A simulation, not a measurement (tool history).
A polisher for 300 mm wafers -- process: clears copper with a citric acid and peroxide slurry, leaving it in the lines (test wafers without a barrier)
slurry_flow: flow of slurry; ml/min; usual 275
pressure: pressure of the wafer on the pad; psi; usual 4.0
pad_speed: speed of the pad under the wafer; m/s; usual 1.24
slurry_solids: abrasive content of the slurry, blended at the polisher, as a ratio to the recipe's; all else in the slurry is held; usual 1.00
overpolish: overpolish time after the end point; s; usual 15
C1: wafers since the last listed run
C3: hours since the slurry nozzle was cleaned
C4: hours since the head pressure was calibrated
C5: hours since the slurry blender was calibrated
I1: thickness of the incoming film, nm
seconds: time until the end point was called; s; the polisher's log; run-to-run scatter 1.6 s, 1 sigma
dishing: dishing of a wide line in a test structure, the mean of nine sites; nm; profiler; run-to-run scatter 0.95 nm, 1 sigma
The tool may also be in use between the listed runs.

run 1 hour=0.0 | slurry_flow=275 pressure=4.0 pad_speed=1.24 slurry_solids=1.00 overpolish=15 | C1=0 wafers_polished_on_this_pad=396 C3=445.1 C4=853.3 C5=371.7 | I1=330.0 | seconds=85.8 dishing=37.2
-- hour=15.1 slurry blender recalibrated
run 2 hour=46.6 | slurry_flow=275 pressure=4.0 pad_speed=1.24 slurry_solids=1.00 overpolish=15 | C1=349 wafers_polished_on_this_pad=745 C3=491.7 C4=899.9 C5=31.5 | I1=328.6 | seconds=89.5 dishing=36.7
run 3 hour=74.1 | slurry_flow=275 pressure=3.5 pad_speed=1.24 slurry_solids=1.00 overpolish=15 | C1=215 wafers_polished_on_this_pad=961 C3=519.2 C4=927.4 C5=59.0 | I1=329.8 | seconds=98.2 dishing=32.9
run 4 hour=102.1 | slurry_flow=275 pressure=4.0 pad_speed=1.24 slurry_solids=1.00 overpolish=22 | C1=219 wafers_polished_on_this_pad=1180 C3=547.2 C4=955.4 C5=87.0 | I1=330.3 | seconds=88.1 dishing=49.9
run 5 hour=122.6 | slurry_flow=275 pressure=4.0 pad_speed=1.24 slurry_solids=1.00 overpolish=22 | C1=160 wafers_polished_on_this_pad=1341 C3=567.7 C4=975.9 C5=107.5 | I1=330.4 | seconds=87.7 dishing=50.8
run 6 hour=148.1 | slurry_flow=275 pressure=4.0 pad_speed=1.24 slurry_solids=1.00 overpolish=17 | C1=199 wafers_polished_on_this_pad=1540 C3=593.2 C4=1001.4 C5=133.0 | I1=323.8 | seconds=84.7 dishing=41.0
run 7 hour=176.5 | slurry_flow=275 pressure=4.0 pad_speed=1.24 slurry_solids=1.00 overpolish=17 | C1=222 wafers_polished_on_this_pad=1763 C3=621.6 C4=1029.8 C5=161.4 | I1=322.8 | seconds=85.8 dishing=39.6
-- hour=184.3 worn pad replaced by a new one
run 8 hour=197.7 | slurry_flow=275 pressure=4.0 pad_speed=1.24 slurry_solids=1.00 overpolish=17 | C1=134 wafers_polished_on_this_pad=104 C3=642.8 C4=1051.0 C5=182.6 | I1=330.9 | seconds=90.0 dishing=40.5
run 9 hour=217.7 | slurry_flow=275 pressure=2.7 pad_speed=1.12 slurry_solids=1.30 overpolish=19 | C1=156 wafers_polished_on_this_pad=261 C3=662.8 C4=1071.0 C5=202.6 | I1=328.9 | seconds=115.3 dishing=33.5
-- hour=249.0 head pressure recalibrated
run 10 hour=250.7 | slurry_flow=275 pressure=4.0 pad_speed=1.24 slurry_solids=1.00 overpolish=15 | C1=242 wafers_polished_on_this_pad=504 C3=695.8 C4=1.7 C5=235.6 | I1=332.8 | seconds=78.9 dishing=40.7
run 11 hour=270.6 | slurry_flow=275 pressure=4.0 pad_speed=1.36 slurry_solids=1.00 overpolish=15 | C1=155 wafers_polished_on_this_pad=659 C3=715.7 C4=21.6 C5=255.5 | I1=327.8 | seconds=69.4 dishing=42.6
run 12 hour=297.3 | slurry_flow=340 pressure=4.0 pad_speed=1.24 slurry_solids=1.00 overpolish=21 | C1=209 wafers_polished_on_this_pad=869 C3=742.4 C4=48.3 C5=282.2 | I1=325.3 | seconds=73.9 dishing=50.7
-- hour=324.6 slurry nozzle cleaned
run 13 hour=404.9 | slurry_flow=335 pressure=4.0 pad_speed=0.80 slurry_solids=1.00 overpolish=15 | C1=835 wafers_polished_on_this_pad=1704 C3=80.3 C4=155.9 C5=389.8 | I1=332.7 | seconds=119.7 dishing=28.1
-- hour=414.8 worn pad replaced by a new one
run 14 hour=419.1 | slurry_flow=275 pressure=4.0 pad_speed=1.38 slurry_solids=1.00 overpolish=23 | C1=79 wafers_polished_on_this_pad=33 C3=94.5 C4=170.1 C5=404.0 | I1=333.4 | seconds=74.2 dishing=61.2
run 15 hour=432.8 | slurry_flow=345 pressure=5.4 pad_speed=1.24 slurry_solids=0.90 overpolish=15 | C1=107 wafers_polished_on_this_pad=140 C3=108.2 C4=183.8 C5=417.7 | I1=325.4 | seconds=63.7 dishing=48.7
-- hour=437.6 slurry blender recalibrated
run 16 hour=447.5 | slurry_flow=275 pressure=5.4 pad_speed=1.24 slurry_solids=1.00 overpolish=7 | C1=99 wafers_polished_on_this_pad=240 C3=122.9 C4=198.5 C5=9.9 | I1=332.6 | seconds=61.9 dishing=26.3
run 17 hour=467.2 | slurry_flow=215 pressure=4.0 pad_speed=1.24 slurry_solids=0.75 overpolish=15 | C1=154 wafers_polished_on_this_pad=394 C3=142.6 C4=218.2 C5=29.6 | I1=329.4 | seconds=92.0 dishing=34.7
run 18 hour=488.8 | slurry_flow=200 pressure=4.0 pad_speed=0.84 slurry_solids=1.00 overpolish=20 | C1=169 wafers_polished_on_this_pad=563 C3=164.2 C4=239.8 C5=51.2 | I1=329.9 | seconds=117.1 dishing=37.5
run 19 hour=522.4 | slurry_flow=230 pressure=4.0 pad_speed=1.42 slurry_solids=1.00 overpolish=15 | C1=263 wafers_polished_on_this_pad=826 C3=197.8 C4=273.4 C5=84.8 | I1=329.0 | seconds=71.1 dishing=42.3
run 20 hour=546.7 | slurry_flow=245 pressure=4.0 pad_speed=1.40 slurry_solids=1.15 overpolish=21 | C1=190 wafers_polished_on_this_pad=1017 C3=222.1 C4=297.7 C5=109.1 | I1=326.6 | seconds=68.5 dishing=58.1
run 21 hour=582.0 | slurry_flow=300 pressure=4.0 pad_speed=1.52 slurry_solids=1.00 overpolish=15 | C1=276 wafers_polished_on_this_pad=1293 C3=257.4 C4=333.0 C5=144.4 | I1=327.0 | seconds=66.7 dishing=45.9
-- hour=611.3 worn pad replaced by a new one
run 22 hour=611.8 | slurry_flow=195 pressure=4.0 pad_speed=1.60 slurry_solids=1.00 overpolish=15 | C1=202 wafers_polished_on_this_pad=3 C3=287.2 C4=362.8 C5=174.2 | I1=332.2 | seconds=68.4 dishing=45.1
run 23 hour=642.0 | slurry_flow=275 pressure=3.2 pad_speed=1.12 slurry_solids=1.00 overpolish=20 | C1=236 wafers_polished_on_this_pad=240 C3=317.4 C4=393.0 C5=204.4 | I1=330.4 | seconds=108.3 dishing=38.3
run 24 hour=658.0 | slurry_flow=275 pressure=4.0 pad_speed=1.24 slurry_solids=0.90 overpolish=11 | C1=125 wafers_polished_on_this_pad=365 C3=333.4 C4=409.0 C5=220.4 | I1=331.4 | seconds=86.3 dishing=29.6
run 25 hour=680.1 | slurry_flow=275 pressure=4.0 pad_speed=1.24 slurry_solids=1.00 overpolish=15 | C1=173 wafers_polished_on_this_pad=539 C3=355.5 C4=431.1 C5=242.5 | I1=327.4 | seconds=81.0 dishing=38.8
run 26 hour=714.9 | slurry_flow=275 pressure=4.0 pad_speed=1.24 slurry_solids=1.00 overpolish=15 | C1=272 wafers_polished_on_this_pad=811 C3=390.3 C4=465.9 C5=277.3 | I1=334.7 | seconds=84.4 dishing=38.4
run 27 hour=731.0 | slurry_flow=195 pressure=4.0 pad_speed=1.60 slurry_solids=1.00 overpolish=15 | C1=126 wafers_polished_on_this_pad=937 C3=406.4 C4=482.0 C5=293.4 | I1=334.1 | seconds=68.1 dishing=44.8
run 28 hour=752.9 | slurry_flow=195 pressure=2.8 pad_speed=1.24 slurry_solids=1.15 overpolish=20 | C1=171 wafers_polished_on_this_pad=1109 C3=428.3 C4=503.9 C5=315.3 | I1=329.8 | seconds=109.8 dishing=40.2

Here are 4 independent what-if runs from the current tool condition. What would each one return?
run A hour=753.4 | slurry_flow=275 pressure=4.0 pad_speed=1.24 slurry_solids=1.00 overpolish=15 | C1=3 wafers_polished_on_this_pad=1113 C3=428.8 C4=504.4 C5=315.8 | I1=332.3 | seconds=? dishing=?
run B hour=753.4 | slurry_flow=230 pressure=4.0 pad_speed=1.24 slurry_solids=1.30 overpolish=15 | C1=3 wafers_polished_on_this_pad=1113 C3=428.8 C4=504.4 C5=315.8 | I1=332.3 | seconds=? dishing=?
run C hour=753.4 | slurry_flow=275 pressure=4.4 pad_speed=1.24 slurry_solids=1.20 overpolish=20 | C1=3 wafers_polished_on_this_pad=1113 C3=428.8 C4=504.4 C5=315.8 | I1=332.3 | seconds=? dishing=?
run D hour=753.4 | slurry_flow=275 pressure=4.0 pad_speed=1.66 slurry_solids=1.15 overpolish=11 | C1=3 wafers_polished_on_this_pad=1113 C3=428.8 C4=504.4 C5=315.8 | I1=332.3 | seconds=? dishing=?

run=A seconds=82.0 dishing=37.6
run=B seconds=76.1 dishing=40.0
run=C seconds=71.3 dishing=53.0
run=D seconds=60.1 dishing=37.6
Take away the tool's hidden state, keep each run's random variation, and the runs would have read:
run=A seconds=78.9 dishing=38.9
run=B seconds=73.3 dishing=41.4
run=C seconds=68.6 dishing=54.7
run=D seconds=57.9 dishing=38.9

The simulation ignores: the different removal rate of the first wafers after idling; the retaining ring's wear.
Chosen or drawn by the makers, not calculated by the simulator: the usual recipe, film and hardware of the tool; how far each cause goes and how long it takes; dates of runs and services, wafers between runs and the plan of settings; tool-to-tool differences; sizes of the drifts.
